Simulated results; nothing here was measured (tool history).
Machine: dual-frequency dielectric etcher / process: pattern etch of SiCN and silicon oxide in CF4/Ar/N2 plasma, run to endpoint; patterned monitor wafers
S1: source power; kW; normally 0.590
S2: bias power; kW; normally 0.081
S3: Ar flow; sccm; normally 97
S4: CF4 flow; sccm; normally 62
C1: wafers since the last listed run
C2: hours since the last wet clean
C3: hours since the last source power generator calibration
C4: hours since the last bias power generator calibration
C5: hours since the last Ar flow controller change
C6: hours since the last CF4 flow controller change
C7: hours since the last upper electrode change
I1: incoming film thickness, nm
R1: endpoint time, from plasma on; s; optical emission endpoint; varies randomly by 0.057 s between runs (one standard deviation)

run     day     S1     S2   S3  S4    C1     C2      C3      C4      C5      C6      C7     I1    R1
  1   0.000  0.590  0.081   97  62     0  176.0  3141.6  3455.0  1868.6  5663.8  2797.8  12.45  11.7
  2   2.521  0.590  0.081   97  62   895  236.5  3202.1  3515.5  1929.1  5724.3  2858.3  12.41  11.6
     10.692  -- wet clean of the chamber
  3  10.712  0.590  0.096   97  62  2555    0.5  3398.7  3712.1  2125.7  5920.9  3054.9  12.37  10.7
     11.088  -- Ar flow controller replaced
  4  13.075  0.590  0.096   97  62   750   57.2  3455.4  3768.8    47.7  5977.6  3111.6  12.42  10.8
  5  15.558  0.590  0.096   97  62   882  116.8  3515.0  3828.4   107.3  6037.2  3171.2  12.40  10.9
  6  16.892  0.550  0.081   97  62   473  148.8  3547.0  3860.4   139.3  6069.2  3203.2  12.56  12.9
     18.567  -- CF4 flow controller replaced
  7  18.929  0.590  0.081   97  62   635  197.7  3595.9  3909.3   188.2     8.7  3252.1  12.29  11.6
  8  26.504  0.590  0.081   97  62  2692  379.5  3777.7  4091.1   370.0   190.5  3433.9  12.50  12.1
  9  28.796  0.590  0.081   97  62   814  434.5  3832.7  4146.1   425.0   245.5  3488.9  12.37  11.8
 10  29.900  0.590  0.081   97  62   392  461.0  3859.2  4172.6   451.5   272.0  3515.4  12.48  12.0
     30.696  -- bias power generator calibrated
     31.929  -- wet clean of the chamber
 11  32.329  0.590  0.081   97  52   448    9.6  3917.5    39.2   509.8   330.3  3573.7  12.42  11.7
     35.712  -- upper electrode replaced
 12  35.733  0.650  0.093   97  56   854   91.3  3999.2   120.9   591.5   412.0     0.5  12.35   9.8
 13  36.954  0.590  0.081   97  62   433  120.6  4028.5   150.2   620.8   441.3    29.8  12.33  11.4
 14  39.529  0.590  0.095   97  62   915  182.4  4090.3   212.0   682.6   503.1    91.6  12.37  10.8
     41.100  -- source power generator calibrated
 15  41.121  0.590  0.081   97  62   506  220.6     0.5   250.2   720.8   541.3   129.8  12.49  11.7
 16  43.008  0.480  0.081   97  62   670  265.9    45.8   295.5   766.1   586.6   175.1  12.35  14.7
 17  44.904  0.590  0.081   97  62   673  311.4    91.3   341.0   811.6   632.1   220.6  12.33  11.5
 18  47.125  0.590  0.081   97  62   789  364.7   144.6   394.3   864.9   685.4   273.9  12.46  11.8
 19  48.892  0.590  0.081  113  62   627  407.1   187.0   436.7   907.3   727.8   316.3  12.51  12.1
     52.471  -- wet clean of the chamber
 20  52.492  0.590  0.088   97  62   923    0.5   273.4   523.1   993.7   814.2   402.7  12.49  11.1
 21  54.129  0.590  0.090   97  62   581   39.8   312.7   562.4  1033.0   853.5   442.0  12.33  11.0
 22  57.171  0.590  0.097   97  51  1080  112.8   385.7   635.4  1106.0   926.5   515.0  12.39  11.1
 23  58.821  0.710  0.090   88  73   586  152.4   425.3   675.0  1145.6   966.1   554.6  12.43   8.9

Take each entry between the runs: how does the hidden state at the last listed run before it differ from the hidden state at the first listed run after it?
After run 2, before run 3: wet clean of the chamber (day 10.692)
  etch rate over this chamber's usual, %: -1.7 -> -0.39
  measured value less the no-hidden-state value, R1: +0.2 -> +0.1 s
After run 3, before run 4: Ar flow controller replaced (day 11.088)
  etch rate over this chamber's usual, %: -0.39 -> -0.936
  measured value less the no-hidden-state value, R1: +0.1 -> +0.1 s
After run 6, before run 7: CF4 flow controller replaced (day 18.567)
  etch rate over this chamber's usual, %: -1.82 -> -2.29
  measured value less the no-hidden-state value, R1: +0.3 -> +0.3 s
After run 10, before run 11: bias power generator calibrated (day 30.696); wet clean of the chamber (day 31.929)
  etch rate over this chamber's usual, %: -4.83 -> 0.518
  measured value less the no-hidden-state value, R1: +0.6 -> +0.0 s
After run 11, before run 12: upper electrode replaced (day 35.712)
  etch rate over this chamber's usual, %: 0.518 -> -0.269
  measured value less the no-hidden-state value, R1: +0.0 -> +0.0 s
After run 14, before run 15: source power generator calibrated (day 41.100)
  etch rate over this chamber's usual, %: -1.15 -> -1.51
  measured value less the no-hidden-state value, R1: +0.1 -> +0.2 s
After run 19, before run 20: wet clean of the chamber (day 52.471)
  etch rate over this chamber's usual, %: -3.31 -> -0.582
  measured value less the no-hidden-state value, R1: +0.4 -> +0.0 s
